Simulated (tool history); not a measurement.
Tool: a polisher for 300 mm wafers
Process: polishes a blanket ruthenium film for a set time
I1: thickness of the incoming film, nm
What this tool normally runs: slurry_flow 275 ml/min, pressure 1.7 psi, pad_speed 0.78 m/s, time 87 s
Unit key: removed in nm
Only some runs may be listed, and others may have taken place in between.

run 1 hour=0.0 | slurry_flow=275 pressure=1.7 pad_speed=0.56 time=101 | I1=515.7 | removed=50.3
run 2 hour=42.0 | slurry_flow=275 pressure=1.7 pad_speed=0.56 time=101 | I1=523.6 | removed=49.8
-- hour=83.9 head pressure recalibrated
run 3 hour=110.7 | slurry_flow=275 pressure=1.7 pad_speed=0.94 time=87 | I1=511.5 | removed=71.9
run 4 hour=167.7 | slurry_flow=275 pressure=1.7 pad_speed=0.78 time=87 | I1=513.6 | removed=60.5
-- hour=230.1 worn pad replaced by a new one
run 5 hour=230.6 | slurry_flow=275 pressure=1.7 pad_speed=0.78 time=87 | I1=514.8 | removed=59.8
-- hour=328.9 slurry nozzle cleaned
run 6 hour=334.9 | slurry_flow=275 pressure=1.7 pad_speed=0.78 time=87 | I1=531.4 | removed=58.2
run 7 hour=413.9 | slurry_flow=275 pressure=1.7 pad_speed=0.64 time=87 | I1=513.5 | removed=49.3
run 8 hour=462.9 | slurry_flow=275 pressure=1.7 pad_speed=0.64 time=87 | I1=525.7 | removed=48.6
run 9 hour=547.2 | slurry_flow=275 pressure=1.7 pad_speed=0.78 time=87 | I1=512.2 | removed=60.0
-- hour=558.5 worn pad replaced by a new one
run 10 hour=609.4 | slurry_flow=275 pressure=1.7 pad_speed=0.98 time=87 | I1=529.5 | removed=74.5
run 11 hour=677.3 | slurry_flow=275 pressure=1.7 pad_speed=0.78 time=87 | I1=522.6 | removed=58.8
run 12 hour=730.3 | slurry_flow=275 pressure=1.7 pad_speed=0.78 time=87 | I1=524.2 | removed=60.4
run 13 hour=808.4 | slurry_flow=275 pressure=1.7 pad_speed=0.94 time=87 | I1=522.7 | removed=71.3
-- hour=884.6 head pressure recalibrated
-- hour=902.9 worn pad replaced by a new one
run 14 hour=1066.8 | slurry_flow=275 pressure=1.9 pad_speed=0.78 time=87 | I1=522.0 | removed=65.6
run 15 hour=1164.9 | slurry_flow=275 pressure=2.2 pad_speed=0.56 time=68 | I1=510.7 | removed=41.1
run 16 hour=1208.7 | slurry_flow=360 pressure=2.3 pad_speed=0.96 time=73 | I1=511.7 | removed=79.2
-- hour=1218.2 worn pad replaced by a new one
-- hour=1262.0 slurry nozzle cleaned
run 17 hour=1316.4 | slurry_flow=190 pressure=1.7 pad_speed=0.90 time=87 | I1=524.9 | removed=66.0
run 18 hour=1364.6 | slurry_flow=275 pressure=1.7 pad_speed=0.78 time=87 | I1=522.1 | removed=58.4
run 19 hour=1438.9 | slurry_flow=275 pressure=1.7 pad_speed=0.78 time=114 | I1=527.4 | removed=77.1
run 20 hour=1523.4 | slurry_flow=275 pressure=1.9 pad_speed=0.54 time=59 | I1=527.0 | removed=29.9
run 21 hour=1564.2 | slurry_flow=275 pressure=1.5 pad_speed=1.04 time=87 | I1=510.6 | removed=72.5
-- hour=1607.1 worn pad replaced by a new one
run 22 hour=1631.1 | slurry_flow=185 pressure=1.5 pad_speed=0.78 time=87 | I1=518.3 | removed=51.2
-- hour=1663.3 head pressure recalibrated
run 23 hour=1729.5 | slurry_flow=275 pressure=1.7 pad_speed=0.78 time=87 | I1=522.6 | removed=58.5

5 options for the next run, each taken on its own from the tool as it stands now. Forecast them:
run A hour=1729.9 | slurry_flow=275 pressure=1.7 pad_speed=0.78 time=79 | I1=520.0 | removed=?
run B hour=1729.9 | slurry_flow=205 pressure=1.7 pad_speed=0.60 time=79 | I1=520.0 | removed=?
run C hour=1729.9 | slurry_flow=360 pressure=1.7 pad_speed=0.78 time=87 | I1=520.0 | removed=?
run D hour=1729.9 | slurry_flow=275 pressure=1.7 pad_speed=0.62 time=87 | I1=520.0 | removed=?
run E hour=1729.9 | slurry_flow=275 pressure=1.4 pad_speed=0.56 time=106 | I1=520.0 | removed=?

run=A removed=54.2
run=B removed=40.1
run=C removed=61.2
run=D removed=47.4
run=E removed=45.5
Had the tool no hidden state, the same runs would have come out as:
run=A removed=54.2
run=B removed=40.1
run=C removed=61.2
run=D removed=47.4
run=E removed=45.5
